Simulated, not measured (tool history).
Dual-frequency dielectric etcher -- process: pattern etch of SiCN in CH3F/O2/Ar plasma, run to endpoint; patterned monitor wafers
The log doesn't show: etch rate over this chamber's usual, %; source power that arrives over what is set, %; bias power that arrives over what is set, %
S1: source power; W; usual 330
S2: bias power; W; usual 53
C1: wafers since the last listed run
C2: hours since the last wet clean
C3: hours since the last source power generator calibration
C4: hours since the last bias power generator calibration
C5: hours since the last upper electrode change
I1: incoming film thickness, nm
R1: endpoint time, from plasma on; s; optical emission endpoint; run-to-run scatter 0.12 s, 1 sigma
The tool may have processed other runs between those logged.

run	hour	S1	S2	C1	C2	C3	C4	C5	I1	R1
1	0.0	330	53	0	448.5	2699.1	2981.8	4694.1	13.30	39.6
2	74.5	330	53	1482	523.0	2773.6	3056.3	4768.6	13.34	39.9
# hour 134.7: wet clean of the chamber
3	281.2	330	53	3635	146.5	2980.3	3263.0	4975.3	13.26	39.7
4	359.2	360	53	1552	224.5	3058.3	3341.0	5053.3	13.47	38.7
5	397.2	330	53	756	262.5	3096.3	3379.0	5091.3	13.35	40.1
# hour 426.9: bias power generator calibrated
6	495.7	330	53	1880	361.0	3194.8	68.8	5189.8	13.40	39.1
# hour 630.7: wet clean of the chamber
7	702.4	330	53	3635	71.7	3401.5	275.5	5396.5	13.38	38.6
# hour 740.3: source power generator calibrated
# hour 800.2: upper electrode replaced
8	800.7	310	40	1398	170.0	60.4	373.8	0.5	13.42	46.0
9	878.7	330	47	1552	248.0	138.4	451.8	78.5	13.36	41.1
10	962.9	390	65	1675	332.2	222.6	536.0	162.7	13.36	32.9
11	1070.9	330	53	2149	440.2	330.6	644.0	270.7	13.43	39.1
12	1135.9	330	53	1293	505.2	395.6	709.0	335.7	13.48	39.5
# hour 1213.6: wet clean of the chamber
13	1241.4	260	57	1621	27.8	501.1	814.5	441.2	13.47	41.3
14	1297.0	280	41	1106	83.4	556.7	870.1	496.8	13.36	46.9
15	1395.9	400	41	1968	182.3	655.6	969.0	595.7	13.29	40.1

Forecast each of these 5 alternatives for the next run:
A	1396.3	330	53	7	182.7	656.0	969.4	596.1	13.41	?
B	1396.3	360	47	7	182.7	656.0	969.4	596.1	13.41	?
C	1396.3	270	44	7	182.7	656.0	969.4	596.1	13.41	?
D	1396.3	350	57	7	182.7	656.0	969.4	596.1	13.41	?
E	1396.3	280	63	7	182.7	656.0	969.4	596.1	13.41	?

run	R1
A	38.8
B	39.6
C	46.2
D	36.5
E	38.2
With no hidden state in the tool, these same runs would have given:
run	R1
A	38.7
B	39.5
C	46.1
D	36.5
E	38.1

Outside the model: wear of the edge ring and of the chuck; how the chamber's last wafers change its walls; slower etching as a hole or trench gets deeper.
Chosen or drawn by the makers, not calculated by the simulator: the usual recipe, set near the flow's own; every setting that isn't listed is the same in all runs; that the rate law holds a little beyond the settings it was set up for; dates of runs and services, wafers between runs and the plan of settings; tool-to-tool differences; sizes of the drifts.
